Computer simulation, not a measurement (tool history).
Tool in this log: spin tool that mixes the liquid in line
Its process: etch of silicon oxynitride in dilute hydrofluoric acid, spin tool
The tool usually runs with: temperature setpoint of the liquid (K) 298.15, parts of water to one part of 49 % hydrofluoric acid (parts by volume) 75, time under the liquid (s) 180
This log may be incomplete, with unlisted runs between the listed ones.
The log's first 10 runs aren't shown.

run     day  temperature setpoint of the liquid (K)  parts of water to one part of 49 % hydrofluoric acid (parts by volume)  time under the liquid (s)  read-back film thickness of the silicon oxynitride reference wafer, read on the same gauge (nm)  thickness taken off the silicon oxynitride on a monitor wafer (nm)
 11  39.267                                  298.15                                                                      75                        260                                                                                          125.605                                                               5.607
 12  42.858                                  298.15                                                                      75                        260                                                                                          124.931                                                               5.673
 13  46.217                                  298.15                                                                      75                        105                                                                                          124.296                                                               2.218
 14  47.779                                  300.65                                                                     110                        255                                                                                          124.027                                                               4.135
 15  50.988                                  300.15                                                                      75                        150                                                                                          123.568                                                               3.546
 16  54.825                                  301.15                                                                      95                        105                                                                                          123.060                                                               1.973
 17  56.854                                  298.15                                                                      95                        180                                                                                          122.808                                                               2.931
 18  61.212                                  293.65                                                                      90                        180                                                                                          122.319                                                               2.527
 19  65.154                                  298.15                                                                     110                        180                                                                                          121.929                                                               2.495
     65.492  -- hydrofluoric acid flow meter replaced
 20  66.783                                  293.65                                                                      35                        135                                                                                          121.791                                                               5.018
     69.196  -- thermometer replaced
 21  69.350                                  293.65                                                                      35                        135                                                                                          121.595                                                               5.087
 22  73.033                                  302.65                                                                      65                        250                                                                                          121.322                                                               7.588
 23  75.554                                  295.65                                                                      55                         70                                                                                          121.146                                                               1.818
 24  77.938                                  298.15                                                                      75                        150                                                                                          121.015                                                               3.140
 25  81.862                                  298.15                                                                      75                        180                                                                                          120.822                                                               3.723
 26  84.608                                  295.15                                                                     110                        180                                                                                          120.616                                                               2.131

Run 27 has not been measured yet. What should we expect?
 27  87.283                                  302.15                                                                      65                        225                                                                                                ?                                                                   ?

read-back film thickness of the silicon oxynitride reference wafer, read on the same gauge (nm): 120.517
thickness taken off the silicon oxynitride on a monitor wafer (nm): 6.463
Were there no unlogged condition in the tool, this run, its random variation unchanged, would have produced thickness taken off the silicon oxynitride on a monitor wafer (nm) 6.971.

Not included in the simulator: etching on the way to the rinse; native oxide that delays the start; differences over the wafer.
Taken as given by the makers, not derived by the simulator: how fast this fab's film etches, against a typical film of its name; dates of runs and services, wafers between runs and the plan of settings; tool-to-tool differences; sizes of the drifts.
